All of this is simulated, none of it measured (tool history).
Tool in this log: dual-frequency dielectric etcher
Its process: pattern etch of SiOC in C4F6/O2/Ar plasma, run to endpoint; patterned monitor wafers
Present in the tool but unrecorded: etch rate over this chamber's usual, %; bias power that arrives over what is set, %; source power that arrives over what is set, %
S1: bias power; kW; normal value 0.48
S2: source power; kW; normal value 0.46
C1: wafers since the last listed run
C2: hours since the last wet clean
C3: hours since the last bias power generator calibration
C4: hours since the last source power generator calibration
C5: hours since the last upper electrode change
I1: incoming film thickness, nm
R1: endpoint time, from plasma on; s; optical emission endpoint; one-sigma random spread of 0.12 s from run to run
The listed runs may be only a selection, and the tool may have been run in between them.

| run | hour | S1 | S2 | C1 | C2 | C3 | C4 | C5 | I1 | R1 |
|---|---|---|---|---|---|---|---|---|---|---|
| 1 | 0 | 0.48 | 0.46 | 0 | 326.8 | 2491.4 | 2199.4 | 5134 | 50.2 | 16.3 |
| 2 | 58.8 | 0.48 | 0.46 | 1165 | 385.6 | 2550.2 | 2258.2 | 5192.8 | 49.52 | 16.2 |
| 3 | 84 | 0.48 | 0.46 | 499 | 410.8 | 2575.4 | 2283.4 | 5218 | 49.47 | 16.2 |
| 4 | 147.8 | 0.48 | 0.46 | 1265 | 474.6 | 2639.2 | 2347.2 | 5281.8 | 50.28 | 16.3 |
| 5 | 175 | 0.48 | 0.46 | 539 | 501.8 | 2666.4 | 2374.4 | 5309 | 49.67 | 16.3 |
|  | 232.9 | upper electrode replaced |
| 6 | 233.4 | 0.48 | 0.46 | 682 | 560.2 | 2724.8 | 2432.8 | 0.5 | 49.81 | 16.4 |
|  | 271.5 | wet clean of the chamber |
| 7 | 284 | 0.48 | 0.46 | 527 | 12.5 | 2775.4 | 2483.4 | 51.1 | 50.22 | 16.5 |
|  | 311.2 | bias power generator calibrated |
|  | 317.3 | source power generator calibrated |
| 8 | 329.6 | 0.48 | 0.46 | 745 | 58.1 | 18.4 | 12.3 | 96.7 | 50.1 | 16.4 |
| 9 | 370.8 | 0.442 | 0.55 | 816 | 99.3 | 59.6 | 53.5 | 137.9 | 49.87 | 15.7 |
| 10 | 441.2 | 0.48 | 0.56 | 1395 | 169.7 | 130 | 123.9 | 208.3 | 50.12 | 15.3 |

Forecast run 11:
| 11 | 487.1 | 0.379 | 0.4 | 910 | 215.6 | 175.9 | 169.8 | 254.2 | 49.9 | ? |

R1: 18.6 s
Were there no unlogged condition in the tool, this run, its random variation unchanged, would have produced R1 18.6 s.

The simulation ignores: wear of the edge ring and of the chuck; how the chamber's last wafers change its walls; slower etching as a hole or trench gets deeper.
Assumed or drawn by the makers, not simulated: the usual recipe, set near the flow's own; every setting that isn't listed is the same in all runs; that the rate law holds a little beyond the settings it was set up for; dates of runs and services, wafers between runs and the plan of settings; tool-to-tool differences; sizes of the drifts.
